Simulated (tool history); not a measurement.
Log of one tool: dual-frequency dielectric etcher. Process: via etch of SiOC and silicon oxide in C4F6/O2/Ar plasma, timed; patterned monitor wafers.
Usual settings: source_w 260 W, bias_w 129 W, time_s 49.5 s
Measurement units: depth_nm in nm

run    hour  source_w  bias_w  time_s  read-back reference wafer on the same gauge, depth_nm  depth_nm
  1     0.0       260     129    39.0                                                  39.27     32.93
  2    31.2       260     129    49.5                                                  39.31     41.94
  3    56.5       260     129    49.5                                                  39.27     41.97
      132.1  -- wet clean of the chamber
  4   132.6       260     129    49.5                                                  39.29     44.08
  5   154.7       260     129    49.5                                                  39.30     43.11
      170.2  -- gauge calibrated
  6   184.7       260     154    60.0                                                  39.30     54.54
  7   246.7       260     129    49.5                                                  39.30     42.87
      254.6  -- source power generator calibrated
  8   293.3       260     105    49.5                                                  39.26     40.98
  9   339.4       320     147    49.5                                                  39.28     47.03
 10   406.9       280     139    49.5                                                  39.28     44.03
 11   476.0       260     129    49.5                                                  39.32     41.97
 12   529.0       260     129    49.5                                                  39.31     41.66
 13   562.7       260     129    35.5                                                  39.34     29.76
 14   628.2       240     156    49.5                                                  39.28     41.20
      662.6  -- wet clean of the chamber
 15   663.1       210     145    35.5                                                  39.27     29.70
 16   703.9       260     129    49.5                                                  39.36     43.27
      716.4  -- bias power generator calibrated
 17   773.5       260     129    49.5                                                  39.27     43.14
 18   808.6       260     129    49.5                                                  39.29     43.47
      839.6  -- upper electrode replaced
 19   840.1       260     141    58.5                                                  39.38     51.51
 20   892.1       260     154    60.0                                                  39.30     54.03
 21   919.8       260     129    49.5                                                  39.25     42.23
 22   962.8       300     112    37.0                                                  39.27     33.00
 23   999.1       220     160    56.5                                                  39.29     47.21
 24  1039.6       200     129    49.5                                                  39.30     38.15
 25  1094.9       260     129    49.5                                                  39.30     41.83
     1171.6  -- wet clean of the chamber
 26  1172.1       280     139    36.5                                                  39.30     33.61
 27  1210.8       310     105    44.0                                                  39.27     40.36
 28  1236.1       290     156    49.5                                                  39.35     47.06
 29  1287.0       220     113    59.0                                                  39.30     47.73
 30  1348.2       210     117    49.5                                                  39.25     39.15

Below are 4 alternative next runs, each starting from the tool's condition after run 30. Predict each:
  A  1348.6       300     129    49.5                                                      ?         ?
  B  1348.6       260     108    60.5                                                      ?         ?
  C  1348.6       310     151    63.5                                                      ?         ?
  D  1348.6       260      99    49.5                                                      ?         ?

run  read-back reference wafer on the same gauge, depth_nm  depth_nm
  A                                                  39.33     45.32
  B                                                  39.33     50.90
  C                                                  39.33     60.62
  D                                                  39.33     41.07
The same runs, with their run-to-run variation unchanged, on a tool lacking any hidden condition would have given:
run  depth_nm
  A     45.95
  B     51.61
  C     61.46
  D     41.64
